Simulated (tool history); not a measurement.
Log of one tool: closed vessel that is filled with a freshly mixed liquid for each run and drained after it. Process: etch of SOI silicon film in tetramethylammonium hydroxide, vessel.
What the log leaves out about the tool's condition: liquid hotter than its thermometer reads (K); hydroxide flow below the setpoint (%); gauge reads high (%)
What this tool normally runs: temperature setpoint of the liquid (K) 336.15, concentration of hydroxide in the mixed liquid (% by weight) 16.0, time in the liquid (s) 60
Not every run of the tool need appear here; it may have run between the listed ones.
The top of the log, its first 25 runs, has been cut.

run,hour,temperature setpoint of the liquid (K),concentration of hydroxide in the mixed liquid (% by weight),time in the liquid (s),wafers since the last listed run,hours since the thermometer was replaced,hours since the hydroxide flow meter was replaced,hours since the gauge calibration,"read-back film thickness of the SOI silicon film reference wafer, read on the same gauge (nm)",thickness taken off the SOI silicon film on a monitor wafer (Å)
26,1211.9,331.15,11.0,30,3217,707.3,131.4,1014.8,30.02,1027.6
27,1242.6,330.15,19.5,60,1922,738.0,162.1,1045.5,29.99,1523.3
28,1291.3,336.15,14.0,60,3048,786.7,210.8,1094.2,30.00,2569.3
29,1333.1,336.15,11.0,85,2616,828.5,252.6,1136.0,29.97,3977.0
30,1392.2,336.15,16.0,60,3700,887.6,311.7,1195.1,30.01,2430.2
31,1427.1,339.65,14.0,85,2184,922.5,346.6,1230.0,30.00,4504.0
32,1462.9,336.15,14.0,60,2241,958.3,382.4,1265.8,29.99,2535.5
33,1526.1,342.65,13.0,30,3956,1021.5,445.6,1329.0,29.99,1957.4

Predict each of these 5 candidate next runs independently; none follows another, all start after run 33:
A,1526.8,338.65,16.0,60,43,1022.2,446.3,1329.7,?,?
B,1526.8,332.65,20.5,30,43,1022.2,446.3,1329.7,?,?
C,1526.8,340.65,20.0,95,43,1022.2,446.3,1329.7,?,?
D,1526.8,330.65,12.5,45,43,1022.2,446.3,1329.7,?,?
E,1526.8,336.15,19.0,50,43,1022.2,446.3,1329.7,?,?

run,"read-back film thickness of the SOI silicon film reference wafer, read on the same gauge (nm)",thickness taken off the SOI silicon film on a monitor wafer (Å)
A,30.01,2806.9
B,30.01,880.8
C,30.01,4596.6
D,30.01,1438.0
E,30.01,1885.2
Stripped of hidden state, with their random variation kept, the same runs would have yielded:
run,thickness taken off the SOI silicon film on a monitor wafer (Å)
A,2777.2
B,867.7
C,4530.4
D,1419.1
E,1860.0

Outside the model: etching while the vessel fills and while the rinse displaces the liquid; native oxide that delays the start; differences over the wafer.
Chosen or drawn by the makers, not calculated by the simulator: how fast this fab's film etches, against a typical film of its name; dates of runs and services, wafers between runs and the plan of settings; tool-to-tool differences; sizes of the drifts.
